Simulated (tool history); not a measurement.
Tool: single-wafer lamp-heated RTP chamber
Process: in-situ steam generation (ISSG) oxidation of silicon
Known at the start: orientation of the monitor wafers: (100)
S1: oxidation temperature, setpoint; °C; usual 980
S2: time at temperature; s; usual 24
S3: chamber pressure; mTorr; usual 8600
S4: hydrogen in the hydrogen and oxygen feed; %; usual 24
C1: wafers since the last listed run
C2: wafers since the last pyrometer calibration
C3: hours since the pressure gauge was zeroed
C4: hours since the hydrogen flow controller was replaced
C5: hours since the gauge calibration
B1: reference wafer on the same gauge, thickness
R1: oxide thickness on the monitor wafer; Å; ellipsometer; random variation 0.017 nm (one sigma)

run   hour   S1  S2     S3  S4   C1    C2      C3      C4     C5     B1     R1
  1      0  980  24   8600  24    0  6075  2171.9  5491.4  155.1  5.718  58.39
  2    7.7  980  24   8600  24   70  6145  2179.6  5499.1  162.8   5.72  58.48
  3   19.6  980  28   8600  20  108  6254  2191.5    5511  174.7  5.723  60.44
  4   27.9  980  28   8600  20   75  6329  2199.8  5519.3    183  5.721  59.88
  5   39.9  980  28   8600  20  109  6439  2211.8  5531.3    195  5.718  60.37
  6   55.7  980  24   8600  24  143  6582  2227.6  5547.1  210.8  5.719  58.39
  7   62.1  980  24   8600  24   58  6641    2234  5553.5  217.2  5.721  58.34
  8   76.8  994  24   8300  24  133  6775  2248.7  5568.2  231.9   5.72  62.15
      90.4  -- hydrogen flow controller replaced
  9   90.9  980  24   9700  30   55  6830  2262.8     0.5    246  5.718  60.43
 10   95.9  980  24   9700  30   45  6876  2267.8     5.5    251  5.723  60.32
     107.5  -- gauge calibrated
 11  111.3  980  24   9700  30  140  7016  2283.2    20.9    3.8  5.718  60.48
 12  126.8  980  24   9600  20  141  7157  2298.7    36.4   19.3  5.717   55.4
     142.4  -- pyrometer window cleaned and pyrometer calibrated
 13  142.9  980  27  10100  24   73     4  2314.8    52.5   35.4  5.716  57.75
 14  144.5  987  28   7200  32   14    18  2316.4    54.1     37  5.721  67.16
 15  162.3  980  24   8600  24  162   181  2334.2    71.9   54.8  5.721  56.05
 16  174.4  980  24   7400  24  110   291  2346.3      84   66.9  5.721   56.6
 17  188.5  980  24   9800  32  128   419  2360.4    98.1     81  5.723  59.32
     204.1  -- pressure gauge zeroed
 18    205  980  24   8600  24   77   497     0.9   114.6   97.5  5.722  56.45
 19  220.9  994  24   9800  21  144   641    16.8   130.5  113.4   5.72  57.05
 20  238.8  980  16   9000  20  162   804    34.7   148.4  131.3   5.72  45.27
 21  245.7  980  24   8600  24   62   867    41.6   155.3  138.2   5.72  57.06
 22  252.6  960  29   9100  32   62   930    48.5   162.2  145.1  5.719  61.15
 23    270  968  24   9900  19  158  1088    65.9   179.6  162.5  5.725  50.89

5 ways to go on from here, each from the tool as it stands after run 23. What would each give?
  A  270.4   980  24  7300  24   3  1092  66.3  180  162.9   ?   ?
  B  270.4   971  19  9800  14   3  1092  66.3  180  162.9   ?   ?
  C  270.4  1000  18  7300  21   3  1092  66.3  180  162.9   ?   ?
  D  270.4   980  24  8600  31   3  1092  66.3  180  162.9   ?   ?
  E  270.4   980  24  8600  20   3  1092  66.3  180  162.9   ?   ?

run     B1     R1
  A  5.719  57.24
  B  5.719  43.57
  C  5.719  52.56
  D  5.719  60.61
  E  5.719  54.72
Without the tool's hidden state the same runs would have given:
run     R1
  A  56.21
  B  42.89
  C  51.58
  D  59.52
  E  53.74
